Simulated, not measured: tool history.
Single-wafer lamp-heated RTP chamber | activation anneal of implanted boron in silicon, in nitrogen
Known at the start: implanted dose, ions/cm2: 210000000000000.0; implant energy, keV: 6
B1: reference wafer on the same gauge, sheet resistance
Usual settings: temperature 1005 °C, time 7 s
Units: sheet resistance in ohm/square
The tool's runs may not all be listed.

Run 1, day 0.000: usual settings but time 9 s; B1 444.89. Result: sheet resistance 517.52 ohm/square.
Run 2, day 0.658: usual settings; B1 444.93. Result: sheet resistance 520.73 ohm/square.
Run 3, day 1.817: usual settings; B1 445.09. Result: sheet resistance 521.69 ohm/square.
Run 4, day 2.675: usual settings; B1 444.92. Result: sheet resistance 518.71 ohm/square.
Run 5, day 3.925: usual settings; B1 445.10. Result: sheet resistance 521.06 ohm/square.
Run 6, day 4.500: usual settings; B1 445.27. Result: sheet resistance 520.87 ohm/square.
Run 7, day 5.471: usual settings; B1 445.40. Result: sheet resistance 519.27 ohm/square.
Run 8, day 5.975: usual settings; B1 445.25. Result: sheet resistance 520.50 ohm/square.
At day 6.871: pyrometer window cleaned and pyrometer calibrated.
Run 9, day 6.892: usual settings; B1 445.48. Result: sheet resistance 520.07 ohm/square.
Run 10, day 7.992: usual settings but time 8 s; B1 445.67. Result: sheet resistance 519.59 ohm/square.
Run 11, day 9.204: usual settings but time 8 s; B1 445.66. Result: sheet resistance 519.89 ohm/square.
Run 12, day 10.546: usual settings but temperature 990 °C, time 4 s; B1 445.80. Result: sheet resistance 526.05 ohm/square.
Run 13, day 11.554: usual settings but time 4 s; B1 445.91. Result: sheet resistance 523.72 ohm/square.
At day 11.925: reflector plate cleaned.
Run 14, day 12.471: usual settings but time 4 s; B1 445.91. Result: sheet resistance 523.90 ohm/square.
Run 15, day 13.767: usual settings but temperature 984 °C; B1 446.12. Result: sheet resistance 527.66 ohm/square.
Run 16, day 15.238: usual settings; B1 446.26. Result: sheet resistance 522.30 ohm/square.
At day 15.817: pyrometer window cleaned and pyrometer calibrated.
Run 17, day 16.650: usual settings; B1 446.27. Result: sheet resistance 521.00 ohm/square.
Run 18, day 17.742: usual settings; B1 446.65. Result: sheet resistance 522.82 ohm/square.
Run 19, day 19.050: usual settings but temperature 978 °C; B1 446.55. Result: sheet resistance 531.48 ohm/square.
Run 20, day 20.108: usual settings but temperature 991 °C; B1 446.66. Result: sheet resistance 526.27 ohm/square.
Run 21, day 21.283: usual settings; B1 446.86. Result: sheet resistance 522.10 ohm/square.
Run 22, day 22.608: usual settings but temperature 996 °C, time 5 s; B1 446.97. Result: sheet resistance 524.96 ohm/square.
Run 23, day 23.688: usual settings; B1 447.29. Result: sheet resistance 523.02 ohm/square.
At day 24.942: pyrometer window cleaned and pyrometer calibrated.
Run 24, day 24.962: usual settings but temperature 988 °C, time 3 s; B1 447.43. Result: sheet resistance 529.53 ohm/square.
At day 26.692: reflector plate cleaned.
Run 25, day 28.658: usual settings but temperature 1019 °C, time 4 s; B1 447.66. Result: sheet resistance 523.08 ohm/square.
At day 28.917: gauge calibrated.
Run 26, day 29.467: usual settings but temperature 976 °C; B1 444.09. Result: sheet resistance 528.60 ohm/square.
Run 27, day 30.088: usual settings; B1 444.08. Result: sheet resistance 519.50 ohm/square.
Run 28, day 31.104: usual settings but temperature 978 °C, time 4 s; B1 444.12. Result: sheet resistance 529.39 ohm/square.
At day 34.000: pyrometer window cleaned and pyrometer calibrated.
Run 29, day 34.021: usual settings; B1 444.18. Result: sheet resistance 520.50 ohm/square.
Run 30, day 35.371: usual settings but temperature 990 °C, time 11 s; B1 444.19. Result: sheet resistance 519.32 ohm/square.
Run 31, day 36.046: usual settings but temperature 985 °C, time 9 s; B1 444.00. Result: sheet resistance 521.58 ohm/square.
At day 40.462: reflector plate cleaned.
Run 32, day 40.483: usual settings but time 4 s; B1 444.43. Result: sheet resistance 519.96 ohm/square.
Run 33, day 41.338: usual settings but temperature 981 °C; B1 444.21. Result: sheet resistance 525.78 ohm/square.
Run 34, day 41.896: usual settings but temperature 975 °C, time 9 s; B1 444.19. Result: sheet resistance 526.67 ohm/square.
Run 35, day 42.929: usual settings; B1 444.65. Result: sheet resistance 519.08 ohm/square.
At day 43.717: pyrometer window cleaned and pyrometer calibrated.
Run 36, day 43.842: usual settings but temperature 1015 °C, time 4 s; B1 444.57. Result: sheet resistance 520.01 ohm/square.

Measured less the same run without the tool's hidden state. The same run-to-run variation is in both; the gauge's scatter may not be:
The hidden state here: true wafer temperature minus pyrometer reading, K; wafer temperature error from the tarnished reflector plate, K; gauge reads high (%).
run  sheet resistance
  1             +1.14
  2             +1.19
  3             +1.28
  4             +1.34
  5             +1.45
  6             +1.51
  7             +1.58
  8             +1.64
  9             +1.73
 10             +1.83
 11             +1.95
 12             +2.12
 13             +2.21
 14             +2.31
 15             +2.48
 16             +2.63
 17             +2.79
 18             +2.94
 19             +3.15
 20             +3.27
 21             +3.40
 22             +3.60
 23             +3.73
 24             +3.97
 25             +4.49
 26             +0.16
 27             +0.16
 28             +0.17
 29             +0.20
 30             +0.22
 31             +0.23
 32             +0.36
 33             +0.39
 34             +0.41
 35             +0.45
 36             +0.48
